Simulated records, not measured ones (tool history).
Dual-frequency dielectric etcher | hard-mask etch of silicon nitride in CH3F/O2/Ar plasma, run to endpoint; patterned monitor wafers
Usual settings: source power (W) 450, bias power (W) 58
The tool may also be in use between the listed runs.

| run | hour | source power (W) | bias power (W) | wafers since the last listed run | hours since the last wet clean | hours since the last source power generator calibration | hours since the last bias power generator calibration | hours since the last upper electrode change | incoming incoming film thickness, nm | endpoint time (s) |
|---|---|---|---|---|---|---|---|---|---|---|
| 1 | 0 | 450 | 51 | 0 | 113.8 | 2241.1 | 2639.7 | 3300.3 | 52.9 | 83.4 |
| 2 | 13 | 450 | 55 | 169 | 126.8 | 2254.1 | 2652.7 | 3313.3 | 52.4 | 79.6 |
| 3 | 20.4 | 450 | 58 | 96 | 134.2 | 2261.5 | 2660.1 | 3320.7 | 53 | 79.2 |
| 4 | 30.5 | 450 | 58 | 131 | 144.3 | 2271.6 | 2670.2 | 3330.8 | 53 | 79.6 |
| 5 | 47.7 | 400 | 67 | 224 | 161.5 | 2288.8 | 2687.4 | 3348 | 52.9 | 77.8 |
| 6 | 65.4 | 400 | 67 | 230 | 179.2 | 2306.5 | 2705.1 | 3365.7 | 52.5 | 77.5 |
| 7 | 78.6 | 400 | 67 | 172 | 192.4 | 2319.7 | 2718.3 | 3378.9 | 52.7 | 78.3 |
| 8 | 95.8 | 450 | 63 | 224 | 209.6 | 2336.9 | 2735.5 | 3396.1 | 52.5 | 75.5 |
|  | 101.3 | source power generator calibrated |
|  | 127.9 | upper electrode replaced |
| 9 | 128.4 | 450 | 63 | 59 | 242.2 | 27.1 | 2768.1 | 0.5 | 52.2 | 75.9 |
| 10 | 128.8 | 450 | 52 | 5 | 242.6 | 27.5 | 2768.5 | 0.9 | 52.9 | 81.8 |
| 11 | 129.4 | 450 | 52 | 7 | 243.2 | 28.1 | 2769.1 | 1.5 | 52.6 | 82.4 |
| 12 | 142.3 | 390 | 64 | 168 | 256.1 | 41 | 2782 | 14.4 | 52.6 | 80.2 |
| 13 | 159.4 | 390 | 64 | 222 | 273.2 | 58.1 | 2799.1 | 31.5 | 52.2 | 79.7 |
| 14 | 177.3 | 390 | 64 | 233 | 291.1 | 76 | 2817 | 49.4 | 52.7 | 80.4 |
| 15 | 194.6 | 430 | 58 | 225 | 308.4 | 93.3 | 2834.3 | 66.7 | 52.7 | 80.6 |
| 16 | 201.2 | 450 | 58 | 86 | 315 | 99.9 | 2840.9 | 73.3 | 52.2 | 78.6 |
| 17 | 212.7 | 400 | 67 | 149 | 326.5 | 111.4 | 2852.4 | 84.8 | 52.9 | 78.2 |
|  | 258.6 | wet clean of the chamber |
| 18 | 259.1 | 490 | 58 | 292 | 0.5 | 157.8 | 2898.8 | 131.2 | 52.1 | 75.6 |
| 19 | 259.4 | 410 | 47 | 3 | 0.8 | 158.1 | 2899.1 | 131.5 | 52.8 | 88.3 |
| 20 | 272.7 | 450 | 58 | 173 | 14.1 | 171.4 | 2912.4 | 144.8 | 52.9 | 79.5 |
| 21 | 283.6 | 360 | 69 | 142 | 25 | 182.3 | 2923.3 | 155.7 | 52.4 | 79.1 |
| 22 | 292 | 450 | 58 | 109 | 33.4 | 190.7 | 2931.7 | 164.1 | 52.3 | 78.2 |
| 23 | 298.4 | 410 | 65 | 83 | 39.8 | 197.1 | 2938.1 | 170.5 | 52.2 | 76.8 |
| 24 | 315.3 | 450 | 47 | 220 | 56.7 | 214 | 2955 | 187.4 | 52.9 | 85.9 |
| 25 | 326.8 | 390 | 64 | 149 | 68.2 | 225.5 | 2966.5 | 198.9 | 52.7 | 80.2 |
|  | 334.1 | bias power generator calibrated |
| 26 | 340.2 | 400 | 62 | 122 | 81.6 | 238.9 | 6.1 | 212.3 | 52.6 | 80.9 |
| 27 | 357.8 | 490 | 46 | 229 | 99.2 | 256.5 | 23.7 | 229.9 | 52.6 | 83.9 |
| 28 | 375.4 | 540 | 67 | 229 | 116.8 | 274.1 | 41.3 | 247.5 | 52.5 | 69 |
| 29 | 388.5 | 450 | 50 | 170 | 129.9 | 287.2 | 54.4 | 260.6 | 52.8 | 83.6 |
| 30 | 399.7 | 480 | 53 | 146 | 141.1 | 298.4 | 65.6 | 271.8 | 52.9 | 80.2 |
| 31 | 413.3 | 500 | 46 | 177 | 154.7 | 312 | 79.2 | 285.4 | 52.7 | 82.1 |
| 32 | 426.4 | 390 | 64 | 170 | 167.8 | 325.1 | 92.3 | 298.5 | 52.6 | 79.9 |
| 33 | 440.8 | 390 | 64 | 187 | 182.2 | 339.5 | 106.7 | 312.9 | 52.3 | 78.9 |
| 34 | 452.8 | 490 | 50 | 156 | 194.2 | 351.5 | 118.7 | 324.9 | 52.3 | 79.6 |
| 35 | 466.1 | 500 | 45 | 173 | 207.5 | 364.8 | 132 | 338.2 | 52.5 | 82.8 |
| 36 | 480.3 | 450 | 58 | 185 | 221.7 | 379 | 146.2 | 352.4 | 52.3 | 77.7 |
| 37 | 495.3 | 540 | 53 | 195 | 236.7 | 394 | 161.2 | 367.4 | 52.6 | 75.8 |

What the log doesn't show, run by run:
etch rate over this chamber's usual, %: 0 in every run
source power that arrives over what is set, %: 0 in every run
bias power that arrives over what is set, %: 0 in every run

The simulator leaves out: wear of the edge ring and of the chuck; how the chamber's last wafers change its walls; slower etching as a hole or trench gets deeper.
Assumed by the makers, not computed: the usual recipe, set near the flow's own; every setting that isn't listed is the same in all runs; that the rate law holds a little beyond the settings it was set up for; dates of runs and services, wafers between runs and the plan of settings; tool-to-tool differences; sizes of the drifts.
